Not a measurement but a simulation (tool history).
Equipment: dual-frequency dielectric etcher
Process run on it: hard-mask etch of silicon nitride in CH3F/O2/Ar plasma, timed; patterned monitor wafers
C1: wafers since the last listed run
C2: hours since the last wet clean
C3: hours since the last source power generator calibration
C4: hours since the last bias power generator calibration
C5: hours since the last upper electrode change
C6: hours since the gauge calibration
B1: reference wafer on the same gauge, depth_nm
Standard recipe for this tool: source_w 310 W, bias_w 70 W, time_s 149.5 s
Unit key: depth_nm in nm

Run 1, hour 0: usual settings but time_s 182 s; C1 0; C2 337.1; C3 4429.1; C4 1591.4; C5 1536.2; C6 2197; B1 102.9. Result: depth_nm 109 nm.
At hour 37.1: source power generator calibrated.
Run 2, hour 92.4: usual settings but time_s 136.5 s; C1 812; C2 429.5; C3 55.3; C4 1683.8; C5 1628.6; C6 2289.4; B1 103. Result: depth_nm 81.5 nm.
Run 3, hour 142.5: usual settings but bias_w 75 W; C1 460; C2 479.6; C3 105.4; C4 1733.9; C5 1678.7; C6 2339.5; B1 103. Result: depth_nm 90.8 nm.
Run 4, hour 189.8: usual settings but source_w 270 W, time_s 179 s; C1 434; C2 526.9; C3 152.7; C4 1781.2; C5 1726; C6 2386.8; B1 103. Result: depth_nm 101.3 nm.
Run 5, hour 294.2: usual settings but bias_w 78 W; C1 959; C2 631.3; C3 257.1; C4 1885.6; C5 1830.4; C6 2491.2; B1 102.7. Result: depth_nm 91.8 nm.
At hour 351.7: gauge calibrated.
At hour 499: wet clean of the chamber.
Run 6, hour 523.2: usual settings but bias_w 78 W; C1 1884; C2 24.2; C3 486.1; C4 2114.6; C5 2059.4; C6 171.5; B1 108.3. Result: depth_nm 96.7 nm.
Run 7, hour 597: usual settings; C1 678; C2 98; C3 559.9; C4 2188.4; C5 2133.2; C6 245.3; B1 107.9. Result: depth_nm 94.1 nm.
At hour 679: upper electrode replaced.
Run 8, hour 679.5: usual settings; C1 537; C2 180.5; C3 642.4; C4 2270.9; C5 0.5; C6 327.8; B1 107.7. Result: depth_nm 93.1 nm.
Run 9, hour 715.1: usual settings but time_s 114.5 s; C1 327; C2 216.1; C3 678; C4 2306.5; C5 36.1; C6 363.4; B1 107.4. Result: depth_nm 71.7 nm.
Run 10, hour 784.7: usual settings but source_w 380 W, bias_w 56 W; C1 639; C2 285.7; C3 747.6; C4 2376.1; C5 105.7; C6 433; B1 107. Result: depth_nm 97.1 nm.
Run 11, hour 888.1: usual settings but source_w 350 W, bias_w 63 W; C1 950; C2 389.1; C3 851; C4 2479.5; C5 209.1; C6 536.4; B1 106.8. Result: depth_nm 95.5 nm.
Run 12, hour 961.6: usual settings but source_w 380 W, bias_w 59 W, time_s 120.5 s; C1 675; C2 462.6; C3 924.5; C4 2553; C5 282.6; C6 609.9; B1 106.1. Result: depth_nm 79 nm.
At hour 1214.2: wet clean of the chamber.
Run 13, hour 1217.9: usual settings but source_w 270 W, bias_w 88 W, time_s 171 s; C1 2135; C2 3.7; C3 1180.8; C4 2809.3; C5 538.9; C6 866.2; B1 105.4. Result: depth_nm 104.8 nm.
Run 14, hour 1261.1: usual settings but bias_w 82 W, time_s 177.5 s; C1 397; C2 46.9; C3 1224; C4 2852.5; C5 582.1; C6 909.4; B1 105.5. Result: depth_nm 113.9 nm.
Run 15, hour 1358.8: usual settings; C1 898; C2 144.6; C3 1321.7; C4 2950.2; C5 679.8; C6 1007.1; B1 105.2. Result: depth_nm 92.1 nm.
Run 16, hour 1419.1: usual settings but source_w 280 W, bias_w 58 W, time_s 107.5 s; C1 554; C2 204.9; C3 1382; C4 3010.5; C5 740.1; C6 1067.4; B1 104.9. Result: depth_nm 60.9 nm.
Run 17, hour 1487.5: usual settings but source_w 270 W, bias_w 81 W, time_s 184 s; C1 628; C2 273.3; C3 1450.4; C4 3078.9; C5 808.5; C6 1135.8; B1 105.1. Result: depth_nm 108.9 nm.
At hour 1555.6: bias power generator calibrated.
Run 18, hour 1578.7: usual settings; C1 801; C2 364.5; C3 1541.6; C4 23.1; C5 899.7; C6 1227; B1 105. Result: depth_nm 91.4 nm.
Run 19, hour 1664.3: usual settings; C1 786; C2 450.1; C3 1627.2; C4 108.7; C5 985.3; C6 1312.6; B1 104.6. Result: depth_nm 91.6 nm.
Run 20, hour 1739.1: usual settings but source_w 370 W; C1 687; C2 524.9; C3 1702; C4 183.5; C5 1060.1; C6 1387.4; B1 104.4. Result: depth_nm 98.3 nm.
Run 21, hour 1822.9: usual settings but bias_w 64 W; C1 770; C2 608.7; C3 1785.8; C4 267.3; C5 1143.9; C6 1471.2; B1 104.4. Result: depth_nm 89 nm.
Run 22, hour 1903.7: usual settings; C1 742; C2 689.5; C3 1866.6; C4 348.1; C5 1224.7; C6 1552; B1 104.3. Result: depth_nm 90.8 nm.
Run 23, hour 1945.7: usual settings but source_w 280 W, bias_w 82 W, time_s 132.5 s; C1 386; C2 731.5; C3 1908.6; C4 390.1; C5 1266.7; C6 1594; B1 104.2. Result: depth_nm 80.1 nm.
Run 24, hour 2017.6: usual settings but bias_w 53 W, time_s 116 s; C1 660; C2 803.4; C3 1980.5; C4 462; C5 1338.6; C6 1665.9; B1 104.2. Result: depth_nm 67 nm.
At hour 2069.3: wet clean of the chamber.
Run 25, hour 2069.8: usual settings but source_w 350 W, bias_w 85 W, time_s 168.5 s; C1 259; C2 0.5; C3 2032.7; C4 514.2; C5 1390.8; C6 1718.1; B1 103.9. Result: depth_nm 112.7 nm.
Run 26, hour 2119.2: usual settings but time_s 110 s; C1 454; C2 49.9; C3 2082.1; C4 563.6; C5 1440.2; C6 1767.5; B1 104.4. Result: depth_nm 67.5 nm.
Run 27, hour 2211.5: usual settings but source_w 250 W; C1 848; C2 142.2; C3 2174.4; C4 655.9; C5 1532.5; C6 1859.8; B1 103.9. Result: depth_nm 82.5 nm.
Run 28, hour 2290: usual settings but source_w 390 W, bias_w 64 W, time_s 128.5 s; C1 721; C2 220.7; C3 2252.9; C4 734.4; C5 1611; C6 1938.3; B1 104.2. Result: depth_nm 84.7 nm.
Run 29, hour 2359.2: usual settings; C1 636; C2 289.9; C3 2322.1; C4 803.6; C5 1680.2; C6 2007.5; B1 104.1. Result: depth_nm 90.9 nm.
Run 30, hour 2416.8: usual settings; C1 529; C2 347.5; C3 2379.7; C4 861.2; C5 1737.8; C6 2065.1; B1 104. Result: depth_nm 90.5 nm.

Hidden state or all else? Some run-to-run changes of depth_nm, split into what the settings, what came in and random variation would give without the hidden state, and what is left for the hidden state (with any gauge scatter that isn't in both results):
Unlogged tool condition in this case: etch rate over this chamber's usual, %; source power that arrives over what is set, %; bias power that arrives over what is set, %; gauge reads high (%).
Run 5 -> 6: gauge calibrated, wet clean of the chamber. depth_nm +4.9 nm: hidden state +5.2, all else -0.3.
Run 16 -> 17: source_w 280 -> 270, bias_w 58 -> 81, time_s 107.5 -> 184. depth_nm +48 nm: hidden state -2.3, all else +50.3.
Run 24 -> 25: source_w 310 -> 350, bias_w 53 -> 85, time_s 116 -> 168.5, wet clean of the chamber. depth_nm +45.7 nm: hidden state -2.6, all else +48.3.
Run 25 -> 26: source_w 350 -> 310, bias_w 85 -> 70, time_s 168.5 -> 110. depth_nm -45.2 nm: hidden state +2.5, all else -47.7.

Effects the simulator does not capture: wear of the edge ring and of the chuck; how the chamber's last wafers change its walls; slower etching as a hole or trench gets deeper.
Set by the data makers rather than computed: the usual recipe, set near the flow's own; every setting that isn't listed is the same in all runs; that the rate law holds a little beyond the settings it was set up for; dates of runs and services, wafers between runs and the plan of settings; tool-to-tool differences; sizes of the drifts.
